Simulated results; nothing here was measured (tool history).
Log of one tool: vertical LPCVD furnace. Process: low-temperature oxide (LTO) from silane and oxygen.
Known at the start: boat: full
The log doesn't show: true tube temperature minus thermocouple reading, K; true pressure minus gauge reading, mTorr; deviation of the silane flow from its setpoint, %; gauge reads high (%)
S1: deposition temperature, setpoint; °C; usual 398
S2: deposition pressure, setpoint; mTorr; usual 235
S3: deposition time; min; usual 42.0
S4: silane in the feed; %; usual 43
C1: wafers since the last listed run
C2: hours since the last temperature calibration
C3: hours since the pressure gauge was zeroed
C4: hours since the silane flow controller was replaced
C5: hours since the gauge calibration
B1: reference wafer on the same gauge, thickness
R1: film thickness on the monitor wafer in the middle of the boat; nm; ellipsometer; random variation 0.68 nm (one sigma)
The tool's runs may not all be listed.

run   hour   S1   S2    S3  S4   C1      C2      C3      C4     C5      B1      R1
  1    0.0  398  235  42.0  43    0  3099.8  1716.7  4340.7  310.1  388.98  452.70
  2   15.9  398  235  42.0  43  201  3115.7  1732.6  4356.6  326.0  388.88  452.47
  3   32.1  398  235  42.0  43  205  3131.9  1748.8  4372.8  342.2  388.99  454.11
      36.0  -- gauge calibrated
  4   47.5  402  235  42.0  43  195  3147.3  1764.2  4388.2   11.5  388.99  472.83
  5   55.4  406  235  47.5  43  100  3155.2  1772.1  4396.1   19.4  389.07  556.77
  6   82.4  406  235  47.5  43  342  3182.2  1799.1  4423.1   46.4  388.77  557.13
  7   98.9  406  235  47.5  43  209  3198.7  1815.6  4439.6   62.9  388.87  557.01
  8  118.7  408  235  42.0  43  251  3218.5  1835.4  4459.4   82.7  388.99  501.97
  9  132.6  398  270  42.0  43  176  3232.4  1849.3  4473.3   96.6  388.79  523.32
 10  150.5  398  270  42.0  43  227  3250.3  1867.2  4491.2  114.5  388.89  523.18
 11  158.8  398  235  42.0  43  105  3258.6  1875.5  4499.5  122.8  388.63  452.45
 12  179.5  398  235  42.0  43  262  3279.3  1896.2  4520.2  143.5  388.63  452.76
 13  193.3  398  235  42.0  43  175  3293.1  1910.0  4534.0  157.3  388.99  452.21
 14  212.9  398  255  42.0  43  248  3312.7  1929.6  4553.6  176.9  388.93  493.82
     240.1  -- silane flow controller replaced
 15  240.6  398  215  45.5  43   46  3340.4  1957.3     0.5  204.6  389.06  446.87
 16  248.4  406  295  51.5  43   98  3348.2  1965.1     8.3  212.4  389.11  764.88
 17  258.6  398  235  42.0  47  129  3358.4  1975.3    18.5  222.6  388.86  495.41
 18  269.7  394  235  42.0  43  140  3369.5  1986.4    29.6  233.7  388.95  432.69
     302.1  -- thermocouples replaced and temperature profile calibrated
 19  302.6  389  275  55.0  35  112     0.5  2019.3    62.5  266.6  388.87  467.27
 20  338.4  393  285  27.0  39  454    36.3  2055.1    98.3  302.4  389.04  289.06
 21  351.2  409  180  52.0  39  162    49.1  2067.9   111.1  315.2  388.84  408.55
 22  362.5  398  235  42.0  43  143    60.4  2079.2   122.4  326.5  389.16  434.42
 23  383.6  404  235  32.0  38  267    81.5  2100.3   143.5  347.6  389.35  306.89
     403.0  -- gauge calibrated
     415.4  -- pressure gauge zeroed
 24  415.9  398  235  42.0  43  105   113.8     0.5   175.8   12.9  388.84  458.15
 25  420.9  403  180  27.0  49   63   118.8     5.5   180.8   17.9  389.26  269.40
 26  458.1  404  235  42.0  43  472   156.0    42.7   218.0   55.1  389.07  487.05
 27  488.1  407  185  37.0  36  380   186.0    72.7   248.0   85.1  388.91  281.75
 28  506.8  398  190  42.0  43  237   204.7    91.4   266.7  103.8  388.94  368.21
 29  527.5  408  285  50.0  48  262   225.4   112.1   287.4  124.5  389.08  817.22
 30  535.2  398  235  32.5  50   97   233.1   119.8   295.1  132.2  389.10  409.66
 31  556.2  398  235  42.0  43  266   254.1   140.8   316.1  153.2  388.90  455.96

3 ways to go on from here, each from the tool as it stands after run 31. What would each give?
  A  561.3  398  235  42.0  43  64  259.2  145.9  321.2  158.3   ?   ?
  B  561.3  387  235  42.0  43  64  259.2  145.9  321.2  158.3   ?   ?
  C  561.3  405  270  42.0  43  64  259.2  145.9  321.2  158.3   ?   ?

run      B1      R1
  A  389.06  456.89
  B  389.06  404.63
  C  389.06  566.51
Without the tool's hidden state the same runs would have given:
run      R1
  A  456.10
  B  403.67
  C  564.83

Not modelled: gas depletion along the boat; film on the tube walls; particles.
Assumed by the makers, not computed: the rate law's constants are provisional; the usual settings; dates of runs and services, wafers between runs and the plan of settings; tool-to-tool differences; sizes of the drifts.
